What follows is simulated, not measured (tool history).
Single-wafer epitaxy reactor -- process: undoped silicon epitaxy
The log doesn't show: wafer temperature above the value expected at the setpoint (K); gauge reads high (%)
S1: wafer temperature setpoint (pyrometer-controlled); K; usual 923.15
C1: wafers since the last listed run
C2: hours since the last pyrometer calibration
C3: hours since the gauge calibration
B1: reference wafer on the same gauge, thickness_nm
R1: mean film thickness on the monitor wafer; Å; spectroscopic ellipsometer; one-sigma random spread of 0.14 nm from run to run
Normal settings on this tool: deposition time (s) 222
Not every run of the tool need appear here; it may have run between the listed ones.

run 1 hour=0 | S1=923.15 deposition_time_(s)=222 | C1=0 C2=706.6 C3=787.2 | B1=41.639 | R1=373.02
run 2 hour=111.6 | S1=923.15 deposition_time_(s)=222 | C1=497 C2=818.2 C3=898.8 | B1=41.722 | R1=372.62
run 3 hour=138.3 | S1=923.15 deposition_time_(s)=222 | C1=119 C2=844.9 C3=925.5 | B1=41.701 | R1=371.94
run 4 hour=199.3 | S1=923.15 deposition_time_(s)=222 | C1=272 C2=905.9 C3=986.5 | B1=41.7 | R1=371.78
run 5 hour=246.6 | S1=911.15 deposition_time_(s)=199 | C1=211 C2=953.2 C3=1033.8 | B1=41.773 | R1=264.87
-- hour=353.1 gauge calibrated
run 6 hour=360.2 | S1=911.15 deposition_time_(s)=199 | C1=506 C2=1066.8 C3=7.1 | B1=41.725 | R1=267.91
run 7 hour=425.5 | S1=911.15 deposition_time_(s)=199 | C1=291 C2=1132.1 C3=72.4 | B1=41.731 | R1=269.35
run 8 hour=479.8 | S1=923.15 deposition_time_(s)=222 | C1=242 C2=1186.4 C3=126.7 | B1=41.65 | R1=378.83
run 9 hour=683.6 | S1=923.15 deposition_time_(s)=205 | C1=909 C2=1390.2 C3=330.5 | B1=41.761 | R1=352.66
run 10 hour=736.8 | S1=911.15 deposition_time_(s)=196 | C1=237 C2=1443.4 C3=383.7 | B1=41.727 | R1=268.39
-- hour=790.4 pyrometer calibrated
run 11 hour=790.9 | S1=923.15 deposition_time_(s)=222 | C1=205 C2=0.5 C3=437.8 | B1=41.661 | R1=372.34
run 12 hour=835.8 | S1=915.15 deposition_time_(s)=208 | C1=200 C2=45.4 C3=482.7 | B1=41.717 | R1=297.88
run 13 hour=885.8 | S1=923.15 deposition_time_(s)=222 | C1=223 C2=95.4 C3=532.7 | B1=41.685 | R1=369.9
run 14 hour=944.4 | S1=912.15 deposition_time_(s)=237 | C1=261 C2=154 C3=591.3 | B1=41.702 | R1=320.47
run 15 hour=975.5 | S1=937.15 deposition_time_(s)=186 | C1=138 C2=185.1 C3=622.4 | B1=41.718 | R1=403.75
run 16 hour=1045.3 | S1=927.15 deposition_time_(s)=211 | C1=311 C2=254.9 C3=692.2 | B1=41.746 | R1=382.03

Selected run-to-run steps in R1, each split into two signed amounts: the part the tool would show with no hidden state at all (from settings, incoming material and random variation), and the remainder, which goes to the hidden state together with any gauge scatter not common to the measured and the hidden-state-free results:
Run 7 -> 8: S1 911.15 -> 923.15, deposition time (s) 199 -> 222. R1 +109.48 Å: hidden state +2.35, all else +107.13.
Run 10 -> 11: S1 911.15 -> 923.15, deposition time (s) 196 -> 222, pyrometer calibrated. R1 +103.95 Å: hidden state -6.99, all else +110.94.
